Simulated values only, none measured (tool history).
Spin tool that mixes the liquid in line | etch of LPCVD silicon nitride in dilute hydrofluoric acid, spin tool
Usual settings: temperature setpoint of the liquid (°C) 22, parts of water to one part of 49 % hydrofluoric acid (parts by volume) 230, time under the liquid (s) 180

| run | day | temperature setpoint of the liquid (°C) | parts of water to one part of 49 % hydrofluoric acid (parts by volume) | time under the liquid (s) | read-back film thickness of the LPCVD silicon nitride reference wafer, read on the same gauge (nm) | thickness taken off the LPCVD silicon nitride on a monitor wafer (Å) |
|---|---|---|---|---|---|---|
| 1 | 0 | 22 | 230 | 265 | 100.01 | 4.67 |
| 2 | 1.996 | 22 | 230 | 95 | 100.002 | 1.67 |
| 3 | 3.125 | 22 | 230 | 180 | 100.004 | 3.13 |
| 4 | 5.25 | 22 | 230 | 215 | 99.987 | 3.88 |
| 5 | 7.925 | 22 | 230 | 215 | 99.979 | 3.75 |
| 6 | 10.008 | 25.5 | 230 | 180 | 99.974 | 4.24 |
| 7 | 12.1 | 25.5 | 230 | 180 | 100 | 4.26 |
| 8 | 13.433 | 22 | 230 | 180 | 100.024 | 3.43 |
| 9 | 15.746 | 22 | 230 | 180 | 100.024 | 3.52 |
| 10 | 23.754 | 20 | 115 | 140 | 100.013 | 4.28 |
| 11 | 25.454 | 22 | 230 | 180 | 99.952 | 3.38 |
| 12 | 26.508 | 22 | 230 | 180 | 99.948 | 3.5 |
| 13 | 27.75 | 22 | 230 | 180 | 99.942 | 3.34 |
| 14 | 29.779 | 19.5 | 130 | 180 | 100.02 | 4.81 |
| 15 | 32.488 | 24.5 | 280 | 265 | 100.004 | 5.12 |
| 16 | 34.654 | 26 | 145 | 270 | 100.031 | 10.77 |
| 17 | 36.242 | 22 | 135 | 180 | 100.016 | 5.13 |
| 18 | 38.579 | 17 | 195 | 180 | 100 | 2.8 |
| 19 | 44.083 | 26.5 | 185 | 140 | 99.989 | 3.92 |
| 20 | 46.342 | 20 | 230 | 180 | 99.999 | 2.95 |
| 21 | 49.108 | 22 | 230 | 95 | 99.981 | 1.96 |
| 22 | 50.608 | 26 | 260 | 270 | 100.046 | 5.87 |
| 23 | 51.967 | 22 | 230 | 180 | 100.024 | 3.38 |
| 24 | 54.583 | 17.5 | 140 | 270 | 100.025 | 5.8 |
| 25 | 56.55 | 22 | 230 | 180 | 99.98 | 3.25 |
| 26 | 58.283 | 24.5 | 265 | 110 | 99.976 | 1.98 |
| 27 | 59.446 | 18.5 | 230 | 180 | 100.006 | 2.5 |
| 28 | 61.625 | 22 | 230 | 135 | 100.024 | 2.46 |
| 29 | 62.875 | 22 | 125 | 90 | 99.966 | 2.82 |
| 30 | 64.175 | 25 | 230 | 180 | 99.991 | 4.31 |
| 31 | 66.342 | 25.5 | 165 | 265 | 99.975 | 8.19 |
| 32 | 68.058 | 19.5 | 130 | 180 | 99.968 | 4.63 |

Taken out of this log: 4 entries between the listed runs. Where each belongs, and how the hidden state differs across it:
Between runs 8 and 9: gauge calibrated (day 13.929); hydrofluoric acid flow meter replaced (day 14.567)
  no hidden state differs between the two runs
Between runs 19 and 20: hydrofluoric acid flow meter replaced (day 45.621)
  no hidden state differs between the two runs
Between runs 20 and 21: thermometer replaced (day 47.35)
  no hidden state differs between the two runs
